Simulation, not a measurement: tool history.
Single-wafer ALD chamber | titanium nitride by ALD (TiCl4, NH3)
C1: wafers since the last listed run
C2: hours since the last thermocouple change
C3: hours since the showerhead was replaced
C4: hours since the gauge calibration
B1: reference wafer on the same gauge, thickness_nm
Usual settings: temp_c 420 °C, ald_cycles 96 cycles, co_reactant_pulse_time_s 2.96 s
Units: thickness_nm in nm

run 1 hour=0.0 | temp_c=420 ald_cycles=96 co_reactant_pulse_time_s=2.96 | C1=0 C2=1487.7 C3=3356.4 C4=327.7 | B1=1.917 | thickness_nm=2.292
run 2 hour=88.5 | temp_c=420 ald_cycles=96 co_reactant_pulse_time_s=2.96 | C1=249 C2=1576.2 C3=3444.9 C4=416.2 | B1=1.915 | thickness_nm=2.292
run 3 hour=178.2 | temp_c=420 ald_cycles=96 co_reactant_pulse_time_s=2.96 | C1=252 C2=1665.9 C3=3534.6 C4=505.9 | B1=1.909 | thickness_nm=2.269
run 4 hour=374.4 | temp_c=420 ald_cycles=96 co_reactant_pulse_time_s=2.96 | C1=553 C2=1862.1 C3=3730.8 C4=702.1 | B1=1.892 | thickness_nm=2.264
run 5 hour=417.2 | temp_c=420 ald_cycles=96 co_reactant_pulse_time_s=2.96 | C1=120 C2=1904.9 C3=3773.6 C4=744.9 | B1=1.889 | thickness_nm=2.258
run 6 hour=517.3 | temp_c=420 ald_cycles=96 co_reactant_pulse_time_s=2.96 | C1=282 C2=2005.0 C3=3873.7 C4=845.0 | B1=1.880 | thickness_nm=2.251
run 7 hour=563.3 | temp_c=420 ald_cycles=96 co_reactant_pulse_time_s=2.96 | C1=129 C2=2051.0 C3=3919.7 C4=891.0 | B1=1.873 | thickness_nm=2.246
run 8 hour=658.6 | temp_c=420 ald_cycles=96 co_reactant_pulse_time_s=2.96 | C1=268 C2=2146.3 C3=4015.0 C4=986.3 | B1=1.864 | thickness_nm=2.234
-- hour=670.4 gauge calibrated
run 9 hour=696.9 | temp_c=420 ald_cycles=83 co_reactant_pulse_time_s=2.38 | C1=107 C2=2184.6 C3=4053.3 C4=26.5 | B1=1.921 | thickness_nm=1.977
run 10 hour=750.7 | temp_c=420 ald_cycles=83 co_reactant_pulse_time_s=2.38 | C1=151 C2=2238.4 C3=4107.1 C4=80.3 | B1=1.918 | thickness_nm=1.974
run 11 hour=806.5 | temp_c=420 ald_cycles=96 co_reactant_pulse_time_s=2.96 | C1=157 C2=2294.2 C3=4162.9 C4=136.1 | B1=1.921 | thickness_nm=2.303
run 12 hour=874.3 | temp_c=420 ald_cycles=96 co_reactant_pulse_time_s=2.96 | C1=191 C2=2362.0 C3=4230.7 C4=203.9 | B1=1.920 | thickness_nm=2.298
run 13 hour=979.1 | temp_c=420 ald_cycles=96 co_reactant_pulse_time_s=2.00 | C1=295 C2=2466.8 C3=4335.5 C4=308.7 | B1=1.917 | thickness_nm=2.255
-- hour=996.6 thermocouple changed; heater temperature recalibrated
run 14 hour=1049.5 | temp_c=406 ald_cycles=96 co_reactant_pulse_time_s=1.92 | C1=175 C2=52.9 C3=4405.9 C4=379.1 | B1=1.911 | thickness_nm=2.234
run 15 hour=1144.8 | temp_c=420 ald_cycles=96 co_reactant_pulse_time_s=3.89 | C1=268 C2=148.2 C3=4501.2 C4=474.4 | B1=1.907 | thickness_nm=2.305
run 16 hour=1185.8 | temp_c=432 ald_cycles=87 co_reactant_pulse_time_s=2.96 | C1=115 C2=189.2 C3=4542.2 C4=515.4 | B1=1.905 | thickness_nm=2.069
run 17 hour=1276.8 | temp_c=420 ald_cycles=96 co_reactant_pulse_time_s=2.96 | C1=256 C2=280.2 C3=4633.2 C4=606.4 | B1=1.899 | thickness_nm=2.270
-- hour=1340.0 showerhead replaced
run 18 hour=1366.5 | temp_c=420 ald_cycles=108 co_reactant_pulse_time_s=3.56 | C1=230 C2=369.9 C3=26.5 C4=696.1 | B1=1.889 | thickness_nm=2.555
run 19 hour=1433.4 | temp_c=420 ald_cycles=96 co_reactant_pulse_time_s=2.96 | C1=188 C2=436.8 C3=93.4 C4=763.0 | B1=1.886 | thickness_nm=2.258
run 20 hour=1510.2 | temp_c=420 ald_cycles=83 co_reactant_pulse_time_s=2.96 | C1=216 C2=513.6 C3=170.2 C4=839.8 | B1=1.878 | thickness_nm=1.939
-- hour=1558.0 gauge calibrated
run 21 hour=1571.2 | temp_c=420 ald_cycles=96 co_reactant_pulse_time_s=2.13 | C1=172 C2=574.6 C3=231.2 C4=13.2 | B1=1.905 | thickness_nm=2.254
run 22 hour=1668.7 | temp_c=420 ald_cycles=108 co_reactant_pulse_time_s=2.40 | C1=274 C2=672.1 C3=328.7 C4=110.7 | B1=1.906 | thickness_nm=2.556
run 23 hour=1729.2 | temp_c=407 ald_cycles=80 co_reactant_pulse_time_s=3.56 | C1=170 C2=732.6 C3=389.2 C4=171.2 | B1=1.904 | thickness_nm=1.906

5 ways to go on from here, each from the tool as it stands after run 23. What would each give?
run A hour=1729.8 | temp_c=408 ald_cycles=96 co_reactant_pulse_time_s=2.96 | C1=1 C2=733.2 C3=389.8 C4=171.8 | B1=? | thickness_nm=?
run B hour=1729.8 | temp_c=411 ald_cycles=104 co_reactant_pulse_time_s=4.00 | C1=1 C2=733.2 C3=389.8 C4=171.8 | B1=? | thickness_nm=?
run C hour=1729.8 | temp_c=412 ald_cycles=89 co_reactant_pulse_time_s=3.63 | C1=1 C2=733.2 C3=389.8 C4=171.8 | B1=? | thickness_nm=?
run D hour=1729.8 | temp_c=420 ald_cycles=90 co_reactant_pulse_time_s=2.96 | C1=1 C2=733.2 C3=389.8 C4=171.8 | B1=? | thickness_nm=?
run E hour=1729.8 | temp_c=420 ald_cycles=106 co_reactant_pulse_time_s=2.96 | C1=1 C2=733.2 C3=389.8 C4=171.8 | B1=? | thickness_nm=?

run=A B1=1.904 thickness_nm=2.271
run=B B1=1.904 thickness_nm=2.484
run=C B1=1.904 thickness_nm=2.120
run=D B1=1.904 thickness_nm=2.134
run=E B1=1.904 thickness_nm=2.513
Without the tool's hidden state the same runs would have given:
run=A thickness_nm=2.290
run=B thickness_nm=2.506
run=C thickness_nm=2.138
run=D thickness_nm=2.152
run=E thickness_nm=2.534

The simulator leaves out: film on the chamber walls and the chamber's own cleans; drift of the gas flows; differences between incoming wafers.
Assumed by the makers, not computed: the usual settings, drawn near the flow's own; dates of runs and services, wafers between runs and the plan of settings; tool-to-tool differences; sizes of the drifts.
